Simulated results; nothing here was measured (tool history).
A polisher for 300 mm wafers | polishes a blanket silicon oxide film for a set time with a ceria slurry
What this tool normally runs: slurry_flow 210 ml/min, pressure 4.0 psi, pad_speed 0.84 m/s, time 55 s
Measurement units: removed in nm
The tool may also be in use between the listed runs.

run,hour,slurry_flow,pressure,pad_speed,time,wafers since the last listed run,wafers polished on this pad,hours since the slurry nozzle was cleaned,hours since the head pressure was calibrated,"incoming thickness of the incoming film, nm",removed
1,0.0,210,4.0,1.06,55,0,1014,546.1,814.0,1184.7,340.2
# hour 31.1: worn pad replaced by a new one
# hour 36.8: slurry nozzle cleaned
2,38.2,210,4.0,1.06,55,228,41,1.4,852.2,1229.0,360.3
3,138.5,210,4.0,1.06,55,690,732,101.7,952.5,1232.1,356.3
4,194.8,210,4.4,0.84,55,387,1119,158.0,1008.8,1226.6,286.1
# hour 204.5: worn pad replaced by a new one
5,256.5,155,4.0,0.84,55,397,357,219.7,1070.5,1213.5,276.6
6,284.9,155,4.0,0.84,55,195,553,248.1,1098.9,1201.2,277.5
# hour 324.0: head pressure recalibrated
7,351.4,155,4.0,0.84,55,443,996,314.6,27.4,1196.0,261.4
8,410.1,210,3.4,0.72,55,404,1400,373.3,86.1,1226.9,187.4
# hour 415.8: worn pad replaced by a new one
9,451.0,210,5.1,0.68,55,253,242,414.2,127.0,1198.3,291.7
10,584.2,210,4.0,0.84,55,916,1158,547.4,260.2,1211.5,258.6
# hour 594.2: worn pad replaced by a new one
# hour 600.9: slurry nozzle cleaned
11,632.9,210,4.9,1.10,55,300,259,32.0,308.9,1216.5,451.6
12,694.7,210,4.0,0.84,55,425,685,93.8,370.7,1206.9,278.0
13,757.4,190,2.9,0.84,55,431,1116,156.5,433.4,1189.9,190.8
# hour 794.1: worn pad replaced by a new one
14,824.0,210,4.0,0.84,55,430,205,223.1,500.0,1208.1,289.1
15,850.0,210,5.1,0.66,55,178,384,249.1,526.0,1205.8,287.4

Below, some changes in removed between adjacent runs. For each, the amount present without the hidden state too (settings, incoming material, random variation) and the amount remaining for the hidden state with gauge scatter not shared by both compared results:
The hidden state here: removal rate lost through wear of the pad, %; slurry flow missing at the pad, %; deviation of the head's pressure from its setpoint, %.
Run 1 -> 2: worn pad replaced by a new one, slurry nozzle cleaned. removed +20.1 nm: hidden state +23.6, all else -3.5.
Run 10 -> 11: pressure 4.0 -> 4.9, pad_speed 0.84 -> 1.10, worn pad replaced by a new one, slurry nozzle cleaned. removed +193.0 nm: hidden state +19.2, all else +173.8.
